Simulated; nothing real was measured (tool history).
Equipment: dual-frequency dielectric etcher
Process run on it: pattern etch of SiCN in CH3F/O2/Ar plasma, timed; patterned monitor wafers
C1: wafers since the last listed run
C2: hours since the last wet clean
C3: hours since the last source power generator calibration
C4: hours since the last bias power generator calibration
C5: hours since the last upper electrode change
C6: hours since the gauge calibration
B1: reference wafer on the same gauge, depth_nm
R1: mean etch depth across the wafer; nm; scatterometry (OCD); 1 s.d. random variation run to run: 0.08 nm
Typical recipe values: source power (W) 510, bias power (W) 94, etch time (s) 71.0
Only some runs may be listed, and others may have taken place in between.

run 1 hour=0.0 | source_power_(W)=450 bias_power_(W)=94 etch_time_(s)=71.0 | C1=0 C2=89.2 C3=2113.7 C4=3203.5 C5=3209.5 C6=1006.3 | B1=28.93 | R1=31.69
-- hour=51.3 source power generator calibrated
run 2 hour=58.8 | source_power_(W)=450 bias_power_(W)=94 etch_time_(s)=71.0 | C1=629 C2=148.0 C3=7.5 C4=3262.3 C5=3268.3 C6=1065.1 | B1=28.89 | R1=31.54
-- hour=73.4 bias power generator calibrated
run 3 hour=107.6 | source_power_(W)=420 bias_power_(W)=94 etch_time_(s)=86.0 | C1=514 C2=196.8 C3=56.3 C4=34.2 C5=3317.1 C6=1113.9 | B1=28.90 | R1=36.87
run 4 hour=135.4 | source_power_(W)=420 bias_power_(W)=94 etch_time_(s)=86.0 | C1=319 C2=224.6 C3=84.1 C4=62.0 C5=3344.9 C6=1141.7 | B1=28.90 | R1=36.91
run 5 hour=205.3 | source_power_(W)=510 bias_power_(W)=94 etch_time_(s)=71.0 | C1=803 C2=294.5 C3=154.0 C4=131.9 C5=3414.8 C6=1211.6 | B1=28.89 | R1=32.98
-- hour=238.2 wet clean of the chamber, repeated, since the last time left the tool worse
run 6 hour=272.8 | source_power_(W)=390 bias_power_(W)=94 etch_time_(s)=76.5 | C1=499 C2=34.6 C3=221.5 C4=199.4 C5=3482.3 C6=1279.1 | B1=28.91 | R1=33.96
-- hour=319.1 upper electrode replaced
run 7 hour=319.6 | source_power_(W)=630 bias_power_(W)=80 etch_time_(s)=82.0 | C1=262 C2=81.4 C3=268.3 C4=246.2 C5=0.5 C6=1325.9 | B1=28.89 | R1=41.93
run 8 hour=424.6 | source_power_(W)=510 bias_power_(W)=94 etch_time_(s)=71.0 | C1=1206 C2=186.4 C3=373.3 C4=351.2 C5=105.5 C6=1430.9 | B1=28.91 | R1=34.82
run 9 hour=478.3 | source_power_(W)=480 bias_power_(W)=94 etch_time_(s)=71.0 | C1=617 C2=240.1 C3=427.0 C4=404.9 C5=159.2 C6=1484.6 | B1=28.91 | R1=33.88
run 10 hour=515.8 | source_power_(W)=510 bias_power_(W)=94 etch_time_(s)=71.0 | C1=430 C2=277.6 C3=464.5 C4=442.4 C5=196.7 C6=1522.1 | B1=28.90 | R1=34.81
run 11 hour=678.3 | source_power_(W)=510 bias_power_(W)=115 etch_time_(s)=62.0 | C1=1867 C2=440.1 C3=627.0 C4=604.9 C5=359.2 C6=1684.6 | B1=28.91 | R1=32.08
-- hour=710.7 wet clean of the chamber
run 12 hour=745.1 | source_power_(W)=630 bias_power_(W)=112 etch_time_(s)=77.5 | C1=491 C2=34.4 C3=693.8 C4=671.7 C5=426.0 C6=1751.4 | B1=28.89 | R1=44.27
run 13 hour=784.8 | source_power_(W)=600 bias_power_(W)=78 etch_time_(s)=81.5 | C1=456 C2=74.1 C3=733.5 C4=711.4 C5=465.7 C6=1791.1 | B1=28.89 | R1=40.72
run 14 hour=830.4 | source_power_(W)=510 bias_power_(W)=94 etch_time_(s)=71.0 | C1=524 C2=119.7 C3=779.1 C4=757.0 C5=511.3 C6=1836.7 | B1=28.89 | R1=34.88
run 15 hour=896.7 | source_power_(W)=510 bias_power_(W)=94 etch_time_(s)=71.0 | C1=761 C2=186.0 C3=845.4 C4=823.3 C5=577.6 C6=1903.0 | B1=28.89 | R1=35.05
run 16 hour=939.5 | source_power_(W)=580 bias_power_(W)=76 etch_time_(s)=87.5 | C1=491 C2=228.8 C3=888.2 C4=866.1 C5=620.4 C6=1945.8 | B1=28.91 | R1=42.42
run 17 hour=1007.7 | source_power_(W)=600 bias_power_(W)=94 etch_time_(s)=71.0 | C1=783 C2=297.0 C3=956.4 C4=934.3 C5=688.6 C6=2014.0 | B1=28.93 | R1=37.13
-- hour=1007.8 gauge calibrated
run 18 hour=1058.1 | source_power_(W)=510 bias_power_(W)=94 etch_time_(s)=71.0 | C1=579 C2=347.4 C3=1006.8 C4=984.7 C5=739.0 C6=50.3 | B1=28.88 | R1=34.65
run 19 hour=1130.6 | source_power_(W)=510 bias_power_(W)=105 etch_time_(s)=82.5 | C1=833 C2=419.9 C3=1079.3 C4=1057.2 C5=811.5 C6=122.8 | B1=28.95 | R1=41.62
run 20 hour=1173.2 | source_power_(W)=510 bias_power_(W)=94 etch_time_(s)=71.0 | C1=489 C2=462.5 C3=1121.9 C4=1099.8 C5=854.1 C6=165.4 | B1=28.90 | R1=34.47
run 21 hour=1205.2 | source_power_(W)=510 bias_power_(W)=94 etch_time_(s)=71.0 | C1=367 C2=494.5 C3=1153.9 C4=1131.8 C5=886.1 C6=197.4 | B1=28.87 | R1=34.31
run 22 hour=1258.1 | source_power_(W)=450 bias_power_(W)=94 etch_time_(s)=88.5 | C1=607 C2=547.4 C3=1206.8 C4=1184.7 C5=939.0 C6=250.3 | B1=28.92 | R1=40.66
-- hour=1285.4 wet clean of the chamber
run 23 hour=1293.9 | source_power_(W)=400 bias_power_(W)=94 etch_time_(s)=71.0 | C1=135 C2=8.5 C3=1242.6 C4=1220.5 C5=974.8 C6=286.1 | B1=28.90 | R1=31.68
run 24 hour=1334.4 | source_power_(W)=510 bias_power_(W)=94 etch_time_(s)=71.0 | C1=465 C2=49.0 C3=1283.1 C4=1261.0 C5=1015.3 C6=326.6 | B1=28.88 | R1=35.09
run 25 hour=1395.1 | source_power_(W)=400 bias_power_(W)=94 etch_time_(s)=59.0 | C1=697 C2=109.7 C3=1343.8 C4=1321.7 C5=1076.0 C6=387.3 | B1=28.87 | R1=26.27
run 26 hour=1452.9 | source_power_(W)=620 bias_power_(W)=101 etch_time_(s)=81.0 | C1=664 C2=167.5 C3=1401.6 C4=1379.5 C5=1133.8 C6=445.1 | B1=28.87 | R1=44.15
run 27 hour=1506.5 | source_power_(W)=510 bias_power_(W)=94 etch_time_(s)=71.0 | C1=615 C2=221.1 C3=1455.2 C4=1433.1 C5=1187.4 C6=498.7 | B1=28.89 | R1=34.79
run 28 hour=1555.1 | source_power_(W)=470 bias_power_(W)=115 etch_time_(s)=59.0 | C1=558 C2=269.7 C3=1503.8 C4=1481.7 C5=1236.0 C6=547.3 | B1=28.91 | R1=29.82
run 29 hour=1593.4 | source_power_(W)=610 bias_power_(W)=94 etch_time_(s)=88.5 | C1=440 C2=308.0 C3=1542.1 C4=1520.0 C5=1274.3 C6=585.6 | B1=28.90 | R1=46.64

Exercise: give the hidden state of the tool at every run:
source power that arrives over what is set, %: 0 at every run
bias power that arrives over what is set, %: 0 at every run
gauge reads high (%): 0 at every run
H1: etch rate over this chamber's usual, %
run=1 H1=-5.42
run=2 H1=-5.69
run=3 H1=-5.91
run=4 H1=-6.04
run=5 H1=-6.36
run=6 H1=-0.244
run=7 H1=-0.458
run=8 H1=-0.94
run=9 H1=-1.19
run=10 H1=-1.36
run=11 H1=-2.1
run=12 H1=-0.225
run=13 H1=-0.407
run=14 H1=-0.617
run=15 H1=-0.921
run=16 H1=-1.12
run=17 H1=-1.43
run=18 H1=-1.66
run=19 H1=-1.99
run=20 H1=-2.19
run=21 H1=-2.34
run=22 H1=-2.58
run=23 H1=-0.197
run=24 H1=-0.383
run=25 H1=-0.661
run=26 H1=-0.926
run=27 H1=-1.17
run=28 H1=-1.4
run=29 H1=-1.57
